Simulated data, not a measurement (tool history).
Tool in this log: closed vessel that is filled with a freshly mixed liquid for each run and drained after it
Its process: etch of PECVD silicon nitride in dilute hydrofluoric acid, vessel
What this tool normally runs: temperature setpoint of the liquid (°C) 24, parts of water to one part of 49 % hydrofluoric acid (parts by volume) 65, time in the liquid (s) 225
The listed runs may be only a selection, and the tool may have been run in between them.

run	hour	temperature setpoint of the liquid (°C)	parts of water to one part of 49 % hydrofluoric acid (parts by volume)	time in the liquid (s)	read-back film thickness of the PECVD silicon nitride reference wafer, read on the same gauge (nm)	thickness taken off the PECVD silicon nitride on a monitor wafer (angstrom)
1	0	24	65	225	30.02	99.1
2	7.8	24	65	225	30	99.6
3	23.1	24	65	225	29.97	99.7
4	31.4	24	65	225	29.98	98.7
5	46.8	24	65	225	30.03	98.7
6	61.6	24	65	225	30.05	99
7	72.5	24	65	225	30.02	98.8
8	82.5	24	65	175	29.99	76.4
# hour 97.2: thermometer replaced
9	97.7	24	65	175	29.99	69.3
10	111.6	24	65	175	30.02	69.5
# hour 113.6: hydrofluoric acid flow meter replaced
11	120.2	24	65	225	30	89.5
# hour 132.9: thermometer replaced, repeated, since the last time left the tool worse
12	135.1	24	65	190	30.02	93.4
13	144.4	22	65	120	30.03	51.6
14	154.2	22	65	120	29.97	51
15	165	24	65	225	29.97	110.4
16	172.8	24	65	225	30	109.7
# hour 178.3: gauge calibrated
17	186.6	24	85	265	29.98	99.6
18	195.7	22.5	40	265	30	188.4
19	208.9	21.5	45	145	29.99	85.4
20	218.5	24	65	165	30	80.4
21	228.6	24	65	190	30.05	92.6
22	235.3	24	55	225	30.03	129.1
23	244.8	28.5	65	100	30.04	65.8
24	253.7	22	85	225	29.95	74.2

Branching from run 24: 4 alternative next runs. What would each branch give?
A	254.4	24	65	225	?	?
B	254.4	24	65	270	?	?
C	254.4	20	75	145	?	?
D	254.4	24	65	280	?	?

run	read-back film thickness of the PECVD silicon nitride reference wafer, read on the same gauge (nm)	thickness taken off the PECVD silicon nitride on a monitor wafer (angstrom)
A	30.06	109.5
B	30.06	131.4
C	30.06	46.8
D	30.06	136.3
With the hidden condition removed and each run's random variation left untouched, the same runs would have given:
run	thickness taken off the PECVD silicon nitride on a monitor wafer (angstrom)
A	110.9
B	133.1
C	47.4
D	138.1
